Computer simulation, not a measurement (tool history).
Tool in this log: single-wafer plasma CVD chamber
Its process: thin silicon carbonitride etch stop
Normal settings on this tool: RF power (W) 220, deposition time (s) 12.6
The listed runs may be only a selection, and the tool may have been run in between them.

run   hour  RF power (W)  deposition time (s)  wafers since the last listed run  hours since the last thermocouple change  hours since the last RF generator calibration  hours since the showerhead was replaced  hours since the gauge calibration  read-back reference wafer on the same gauge, thickness_nm  mean film thickness on the monitor wafer (angstrom)
  1      0           220                 13.4                                 0                                      1447                                         1917.4                                   6149.6                              439.3                                                      7.885                                                82.77
       0.3  -- gauge calibrated
  2   33.7           220                 13.4                               900                                    1480.7                                         1951.1                                   6183.3                               33.4                                                      8.005                                                84.44
  3   46.6           220                 13.4                               344                                    1493.6                                           1964                                   6196.2                               46.3                                                      7.993                                                84.01
  4   65.6           220                 11.5                               507                                    1512.6                                           1983                                   6215.2                               65.3                                                      7.984                                                72.08
  5   78.8           205                 12.6                               352                                    1525.8                                         1996.2                                   6228.4                               78.5                                                       7.97                                                77.76
  6   95.5           205                 12.6                               446                                    1542.5                                         2012.9                                   6245.1                               95.2                                                      7.964                                                77.75
  7  120.2           205                 12.6                               660                                    1567.2                                         2037.6                                   6269.8                              119.9                                                      7.959                                                 77.8
  8  155.8           230                 14.1                               951                                    1602.8                                         2073.2                                   6305.4                              155.5                                                      7.938                                                88.64
  9  182.2           230                 14.1                               705                                    1629.2                                         2099.6                                   6331.8                              181.9                                                       7.93                                                88.63
     218.9  -- showerhead replaced
 10  219.4           230                 14.1                               780                                    1666.4                                         2136.8                                      0.5                              219.1                                                      7.922                                                88.53
 11  243.4           220                 13.3                               641                                    1690.4                                         2160.8                                     24.5                              243.1                                                      7.922                                                82.77
 12  262.7           220                 13.3                               515                                    1709.7                                         2180.1                                     43.8                              262.4                                                      7.914                                                82.45
 13  282.8           220                 13.3                               537                                    1729.8                                         2200.2                                     63.9                              282.5                                                      7.916                                                82.61
     306.1  -- thermocouple changed; heater temperature recalibrated
 14  306.6           260                 13.9                               422                                       0.5                                           2224                                     87.7                              306.3                                                      7.908                                                89.32

Estimate the outcome of run 15 from the log above:
 15  318.9           240                 14.6                               328                                      12.8                                         2236.3                                      100                              318.6                                                          ?                                                    ?

For run 15 the tool returned read-back reference wafer on the same gauge, thickness_nm 7.91, mean film thickness on the monitor wafer (angstrom) 92.13.
The same run, on a tool lacking any hidden state, would have yielded mean film thickness on the monitor wafer (angstrom) 93.44.

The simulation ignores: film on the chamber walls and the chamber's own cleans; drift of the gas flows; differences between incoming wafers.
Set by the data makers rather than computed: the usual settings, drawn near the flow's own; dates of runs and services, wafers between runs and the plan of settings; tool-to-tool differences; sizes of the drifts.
